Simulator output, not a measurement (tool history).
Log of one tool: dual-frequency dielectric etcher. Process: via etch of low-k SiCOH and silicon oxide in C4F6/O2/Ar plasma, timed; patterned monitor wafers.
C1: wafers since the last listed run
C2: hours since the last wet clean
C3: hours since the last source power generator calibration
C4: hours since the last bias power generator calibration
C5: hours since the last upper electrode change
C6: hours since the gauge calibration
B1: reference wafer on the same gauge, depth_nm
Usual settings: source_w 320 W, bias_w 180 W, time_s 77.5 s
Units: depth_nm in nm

run 1 hour=0 | source_w=320 bias_w=167 time_s=77.5 | C1=0 C2=30.8 C3=4616.2 C4=4037.8 C5=5074.9 C6=2 | B1=237.1 | depth_nm=213.9
run 2 hour=18.8 | source_w=320 bias_w=180 time_s=77.5 | C1=300 C2=49.6 C3=4635 C4=4056.6 C5=5093.7 C6=20.8 | B1=237 | depth_nm=222.9
run 3 hour=38 | source_w=320 bias_w=180 time_s=77.5 | C1=307 C2=68.8 C3=4654.2 C4=4075.8 C5=5112.9 C6=40 | B1=236.9 | depth_nm=223.5
run 4 hour=54.5 | source_w=320 bias_w=180 time_s=77.5 | C1=264 C2=85.3 C3=4670.7 C4=4092.3 C5=5129.4 C6=56.5 | B1=236.9 | depth_nm=223.2
run 5 hour=90.5 | source_w=320 bias_w=180 time_s=82.5 | C1=576 C2=121.3 C3=4706.7 C4=4128.3 C5=5165.4 C6=92.5 | B1=237 | depth_nm=238
run 6 hour=107.9 | source_w=320 bias_w=180 time_s=77.5 | C1=278 C2=138.7 C3=4724.1 C4=4145.7 C5=5182.8 C6=109.9 | B1=237.1 | depth_nm=222.7
run 7 hour=125.2 | source_w=320 bias_w=180 time_s=77.5 | C1=276 C2=156 C3=4741.4 C4=4163 C5=5200.1 C6=127.2 | B1=237 | depth_nm=223.5
run 8 hour=142.7 | source_w=320 bias_w=180 time_s=77.5 | C1=280 C2=173.5 C3=4758.9 C4=4180.5 C5=5217.6 C6=144.7 | B1=236.9 | depth_nm=223.5
run 9 hour=163.8 | source_w=390 bias_w=204 time_s=92.5 | C1=337 C2=194.6 C3=4780 C4=4201.6 C5=5238.7 C6=165.8 | B1=237 | depth_nm=309.7
run 10 hour=182.6 | source_w=320 bias_w=158 time_s=88 | C1=300 C2=213.4 C3=4798.8 C4=4220.4 C5=5257.5 C6=184.6 | B1=237.1 | depth_nm=237.5
-- hour=187.9 bias power generator calibrated
-- hour=211.1 upper electrode replaced
-- hour=218.7 wet clean of the chamber, repeated, since the last time left the tool worse
run 11 hour=219.2 | source_w=370 bias_w=180 time_s=64.5 | C1=28 C2=0.5 C3=4835.4 C4=31.3 C5=8.1 C6=221.2 | B1=237 | depth_nm=186.4
run 12 hour=284.4 | source_w=320 bias_w=180 time_s=77.5 | C1=1043 C2=65.7 C3=4900.6 C4=96.5 C5=73.3 C6=286.4 | B1=236.9 | depth_nm=211.1
run 13 hour=319.8 | source_w=270 bias_w=205 time_s=70 | C1=566 C2=101.1 C3=4936 C4=131.9 C5=108.7 C6=321.8 | B1=237 | depth_nm=190.6
run 14 hour=334.9 | source_w=260 bias_w=155 time_s=61.5 | C1=241 C2=116.2 C3=4951.1 C4=147 C5=123.8 C6=336.9 | B1=236.9 | depth_nm=142.8
run 15 hour=348.1 | source_w=320 bias_w=180 time_s=77.5 | C1=211 C2=129.4 C3=4964.3 C4=160.2 C5=137 C6=350.1 | B1=237 | depth_nm=212.3
run 16 hour=367.4 | source_w=320 bias_w=180 time_s=77.5 | C1=308 C2=148.7 C3=4983.6 C4=179.5 C5=156.3 C6=369.4 | B1=237 | depth_nm=212
-- hour=379.5 source power generator calibrated
run 17 hour=380.5 | source_w=320 bias_w=180 time_s=77.5 | C1=145 C2=161.8 C3=1 C4=192.6 C5=169.4 C6=382.5 | B1=237.1 | depth_nm=212.3
run 18 hour=403.5 | source_w=320 bias_w=180 time_s=77.5 | C1=368 C2=184.8 C3=24 C4=215.6 C5=192.4 C6=405.5 | B1=237.1 | depth_nm=212.4
run 19 hour=437.2 | source_w=270 bias_w=145 time_s=58 | C1=539 C2=218.5 C3=57.7 C4=249.3 C5=226.1 C6=439.2 | B1=237 | depth_nm=132.3
run 20 hour=449.3 | source_w=320 bias_w=204 time_s=66 | C1=193 C2=230.6 C3=69.8 C4=261.4 C5=238.2 C6=451.3 | B1=237.1 | depth_nm=193.2
run 21 hour=474.8 | source_w=320 bias_w=180 time_s=77.5 | C1=408 C2=256.1 C3=95.3 C4=286.9 C5=263.7 C6=476.8 | B1=237.2 | depth_nm=213.3
run 22 hour=505 | source_w=320 bias_w=180 time_s=77.5 | C1=483 C2=286.3 C3=125.5 C4=317.1 C5=293.9 C6=507 | B1=237.1 | depth_nm=214.1
run 23 hour=524.2 | source_w=370 bias_w=137 time_s=84 | C1=307 C2=305.5 C3=144.7 C4=336.3 C5=313.1 C6=526.2 | B1=236.9 | depth_nm=213.7
run 24 hour=539.5 | source_w=320 bias_w=180 time_s=84 | C1=244 C2=320.8 C3=160 C4=351.6 C5=328.4 C6=541.5 | B1=237 | depth_nm=232.2
run 25 hour=555.3 | source_w=260 bias_w=180 time_s=77.5 | C1=252 C2=336.6 C3=175.8 C4=367.4 C5=344.2 C6=557.3 | B1=237.2 | depth_nm=196.4
run 26 hour=572.4 | source_w=320 bias_w=180 time_s=77.5 | C1=273 C2=353.7 C3=192.9 C4=384.5 C5=361.3 C6=574.4 | B1=237 | depth_nm=215.9
run 27 hour=599.6 | source_w=280 bias_w=168 time_s=77.5 | C1=435 C2=380.9 C3=220.1 C4=411.7 C5=388.5 C6=601.6 | B1=236.9 | depth_nm=195.9
run 28 hour=635.5 | source_w=400 bias_w=221 time_s=71.5 | C1=574 C2=416.8 C3=256 C4=447.6 C5=424.4 C6=637.5 | B1=236.9 | depth_nm=241.9
run 29 hour=653.5 | source_w=320 bias_w=165 time_s=77.5 | C1=288 C2=434.8 C3=274 C4=465.6 C5=442.4 C6=655.5 | B1=237.2 | depth_nm=206.5
run 30 hour=684.5 | source_w=380 bias_w=199 time_s=77.5 | C1=496 C2=465.8 C3=305 C4=496.6 C5=473.4 C6=686.5 | B1=237 | depth_nm=243.8

Forecast each of these 4 alternatives for the next run:
run A hour=684.9 | source_w=320 bias_w=180 time_s=77.5 | C1=6 C2=466.2 C3=305.4 C4=497 C5=473.8 C6=686.9 | B1=? | depth_nm=?
run B hour=684.9 | source_w=350 bias_w=198 time_s=98 | C1=6 C2=466.2 C3=305.4 C4=497 C5=473.8 C6=686.9 | B1=? | depth_nm=?
run C hour=684.9 | source_w=260 bias_w=154 time_s=84 | C1=6 C2=466.2 C3=305.4 C4=497 C5=473.8 C6=686.9 | B1=? | depth_nm=?
run D hour=684.9 | source_w=320 bias_w=148 time_s=95.5 | C1=6 C2=466.2 C3=305.4 C4=497 C5=473.8 C6=686.9 | B1=? | depth_nm=?

run=A B1=237 depth_nm=215.6
run=B B1=237 depth_nm=297
run=C B1=237 depth_nm=196.7
run=D B1=237 depth_nm=239.5
Without the tool's hidden state the same runs would have given:
run=A depth_nm=209.6
run=B depth_nm=288.8
run=C depth_nm=191.2
run=D depth_nm=232.8
